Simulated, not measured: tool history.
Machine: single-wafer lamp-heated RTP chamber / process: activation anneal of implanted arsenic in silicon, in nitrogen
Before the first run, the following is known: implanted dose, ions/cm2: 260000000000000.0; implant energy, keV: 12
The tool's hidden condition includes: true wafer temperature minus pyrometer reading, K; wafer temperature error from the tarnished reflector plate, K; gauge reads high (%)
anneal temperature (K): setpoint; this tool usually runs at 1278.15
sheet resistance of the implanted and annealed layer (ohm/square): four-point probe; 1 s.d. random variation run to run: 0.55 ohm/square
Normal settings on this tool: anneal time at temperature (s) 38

run,hour,anneal temperature (K),anneal time at temperature (s),wafers since the last listed run,wafers since the last pyrometer calibration,wafers since the reflector plate was cleaned,hours since the gauge calibration,"read-back reference wafer on the same gauge, sheet resistance",sheet resistance of the implanted and annealed layer (ohm/square)
1,0,1278.15,38,0,4630,9034,205.4,405.86,363.69
2,11.3,1278.15,38,120,4751,9155,216.7,406.06,363.17
3,20.6,1278.15,38,99,4850,9255,226,406.03,362.82
4,36.9,1278.15,38,174,5025,9429,242.3,406.29,363.03
5,49.6,1278.15,29,135,5161,9565,255,406.13,365.4
6,67,1278.15,29,186,5347,9751,272.4,406.15,366.3
7,77.2,1278.15,29,109,5456,9861,282.6,406.21,365.56
8,87.9,1278.15,38,114,5571,9975,293.3,405.99,363.13
9,101.9,1278.15,38,149,5721,10125,307.3,405.92,363.43
10,119.2,1278.15,38,185,5906,10310,324.6,405.98,363.16
11,128.7,1278.15,52,101,6008,10412,334.1,405.95,359.16
# hour 129.4: gauge calibrated
# hour 141.7: reflector plate cleaned
12,146.5,1278.15,38,104,6113,51,17.1,406.31,362.73
13,162.7,1278.15,50,173,6286,224,33.3,405.91,359.6
14,178.9,1278.15,38,173,6460,398,49.5,405.97,363.02
# hour 215.2: pyrometer window cleaned and pyrometer calibrated
15,219.6,1278.15,38,350,46,748,90.2,406.15,361.37
16,234.3,1291.15,38,157,203,905,104.9,405.86,357.73
17,249.6,1263.15,38,163,367,1069,120.2,406.01,365.39
# hour 262.6: pyrometer window cleaned and pyrometer calibrated, repeated, since the last time left the tool worse
18,263.1,1278.15,44,58,5,1128,133.7,406.05,364.2
19,267,1278.15,38,41,46,1170,137.6,406.23,365.14
20,278.4,1305.15,32,122,168,1292,149,405.79,359.94
21,293.6,1278.15,38,162,331,1454,164.2,406.04,364.49
22,307.7,1262.15,31,150,482,1605,178.3,405.97,369.26
23,329.3,1278.15,18,231,713,1837,199.9,406.05,372.05
24,340.9,1278.15,23,124,837,1961,211.5,405.92,369.77
25,354.3,1293.15,38,143,981,2104,224.9,405.81,360.65
26,371,1278.15,38,178,1160,2283,241.6,405.79,364.23
27,386.1,1252.15,52,161,1321,2445,256.7,405.93,368.34

Selected run-to-run steps in sheet resistance of the implanted and annealed layer (ohm/square), each split into two signed amounts: the part the tool would show with no hidden state at all (from settings, incoming material and random variation), and the remainder, which goes to the hidden state together with any gauge scatter not common to the measured and the hidden-state-free results:
Run 14 -> 15: pyrometer window cleaned and pyrometer calibrated. sheet resistance of the implanted and annealed layer (ohm/square) -1.65: hidden state -1.96, all else +0.31.
Run 16 -> 17: anneal temperature (K) 1291.15 -> 1263.15. sheet resistance of the implanted and annealed layer (ohm/square) +7.66: hidden state +0.75, all else +6.91.
Run 17 -> 18: anneal temperature (K) 1263.15 -> 1278.15, anneal time at temperature (s) 38 -> 44, pyrometer window cleaned and pyrometer calibrated, repeated, since the last time left the tool worse. sheet resistance of the implanted and annealed layer (ohm/square) -1.19: hidden state +3.61, all else -4.8.
Run 24 -> 25: anneal temperature (K) 1278.15 -> 1293.15, anneal time at temperature (s) 23 -> 38. sheet resistance of the implanted and annealed layer (ohm/square) -9.12: hidden state -0.33, all else -8.79.

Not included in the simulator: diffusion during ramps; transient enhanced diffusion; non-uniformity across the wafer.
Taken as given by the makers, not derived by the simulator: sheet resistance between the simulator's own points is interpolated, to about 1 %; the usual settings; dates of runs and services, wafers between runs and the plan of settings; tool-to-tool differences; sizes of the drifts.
